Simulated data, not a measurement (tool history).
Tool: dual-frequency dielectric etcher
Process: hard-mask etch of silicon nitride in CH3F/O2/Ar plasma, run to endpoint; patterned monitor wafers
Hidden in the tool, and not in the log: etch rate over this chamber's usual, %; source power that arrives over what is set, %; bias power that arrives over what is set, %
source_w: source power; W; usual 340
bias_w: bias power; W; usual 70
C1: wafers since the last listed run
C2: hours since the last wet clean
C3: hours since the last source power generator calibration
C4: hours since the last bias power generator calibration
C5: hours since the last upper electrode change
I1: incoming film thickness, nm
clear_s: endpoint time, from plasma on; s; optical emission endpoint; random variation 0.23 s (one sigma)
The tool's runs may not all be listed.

{"run": 1, "hour": 0.0, "source_w": 340, "bias_w": 80, "C1": 0, "C2": 435.2, "C3": 1202.1, "C4": 4384.4, "C5": 4615.6, "I1": 41.92, "clear_s": 52.9}
{"hour": 76.0, "done": "wet clean of the chamber"}
{"run": 2, "hour": 76.5, "source_w": 340, "bias_w": 70, "C1": 509, "C2": 0.5, "C3": 1278.6, "C4": 4460.9, "C5": 4692.1, "I1": 41.64, "clear_s": 56}
{"run": 3, "hour": 145.6, "source_w": 340, "bias_w": 70, "C1": 670, "C2": 69.6, "C3": 1347.7, "C4": 4530, "C5": 4761.2, "I1": 42.1, "clear_s": 56.4}
{"run": 4, "hour": 232.7, "source_w": 340, "bias_w": 70, "C1": 844, "C2": 156.7, "C3": 1434.8, "C4": 4617.1, "C5": 4848.3, "I1": 42.05, "clear_s": 56.3}
{"run": 5, "hour": 316.8, "source_w": 340, "bias_w": 63, "C1": 815, "C2": 240.8, "C3": 1518.9, "C4": 4701.2, "C5": 4932.4, "I1": 42.06, "clear_s": 58.3}
{"run": 6, "hour": 361.4, "source_w": 340, "bias_w": 63, "C1": 432, "C2": 285.4, "C3": 1563.5, "C4": 4745.8, "C5": 4977, "I1": 41.92, "clear_s": 58}
{"run": 7, "hour": 401.0, "source_w": 340, "bias_w": 70, "C1": 383, "C2": 325, "C3": 1603.1, "C4": 4785.4, "C5": 5016.6, "I1": 41.78, "clear_s": 55.4}
{"run": 8, "hour": 451.8, "source_w": 340, "bias_w": 70, "C1": 492, "C2": 375.8, "C3": 1653.9, "C4": 4836.2, "C5": 5067.4, "I1": 41.7, "clear_s": 55.2}
{"run": 9, "hour": 505.6, "source_w": 340, "bias_w": 70, "C1": 521, "C2": 429.6, "C3": 1707.7, "C4": 4890, "C5": 5121.2, "I1": 42.26, "clear_s": 55.9}
{"run": 10, "hour": 553.0, "source_w": 340, "bias_w": 70, "C1": 459, "C2": 477, "C3": 1755.1, "C4": 4937.4, "C5": 5168.6, "I1": 42.09, "clear_s": 55.8}
{"run": 11, "hour": 620.6, "source_w": 340, "bias_w": 70, "C1": 655, "C2": 544.6, "C3": 1822.7, "C4": 5005, "C5": 5236.2, "I1": 41.93, "clear_s": 54.9}
{"hour": 718.1, "done": "wet clean of the chamber"}
{"run": 12, "hour": 726.2, "source_w": 340, "bias_w": 70, "C1": 791, "C2": 8.1, "C3": 1928.3, "C4": 5110.6, "C5": 5341.8, "I1": 41.67, "clear_s": 55.7}
{"hour": 798.2, "done": "bias power generator calibrated"}
{"run": 13, "hour": 817.4, "source_w": 340, "bias_w": 70, "C1": 845, "C2": 99.3, "C3": 2019.5, "C4": 19.2, "C5": 5433, "I1": 41.35, "clear_s": 54.4}
{"hour": 903.9, "done": "upper electrode replaced"}
{"run": 14, "hour": 904.4, "source_w": 340, "bias_w": 70, "C1": 610, "C2": 186.3, "C3": 2106.5, "C4": 106.2, "C5": 0.5, "I1": 41.8, "clear_s": 55.2}
{"run": 15, "hour": 951.1, "source_w": 340, "bias_w": 70, "C1": 452, "C2": 233, "C3": 2153.2, "C4": 152.9, "C5": 47.2, "I1": 41.95, "clear_s": 54.9}
{"run": 16, "hour": 1035.3, "source_w": 340, "bias_w": 70, "C1": 816, "C2": 317.2, "C3": 2237.4, "C4": 237.1, "C5": 131.4, "I1": 41.8, "clear_s": 54.8}
{"run": 17, "hour": 1082.0, "source_w": 380, "bias_w": 82, "C1": 452, "C2": 363.9, "C3": 2284.1, "C4": 283.8, "C5": 178.1, "I1": 42.1, "clear_s": 49.2}
{"run": 18, "hour": 1131.0, "source_w": 340, "bias_w": 70, "C1": 475, "C2": 412.9, "C3": 2333.1, "C4": 332.8, "C5": 227.1, "I1": 41.57, "clear_s": 54.1}

Run 19 comes next. What will it give?
{"run": 19, "hour": 1181.5, "source_w": 340, "bias_w": 70, "C1": 489, "C2": 463.4, "C3": 2383.6, "C4": 383.3, "C5": 277.6, "I1": 42.03, "clear_s": "?"}

clear_s: 54.8 s
Without the tool's hidden state the same run would have given clear_s 56.9 s.
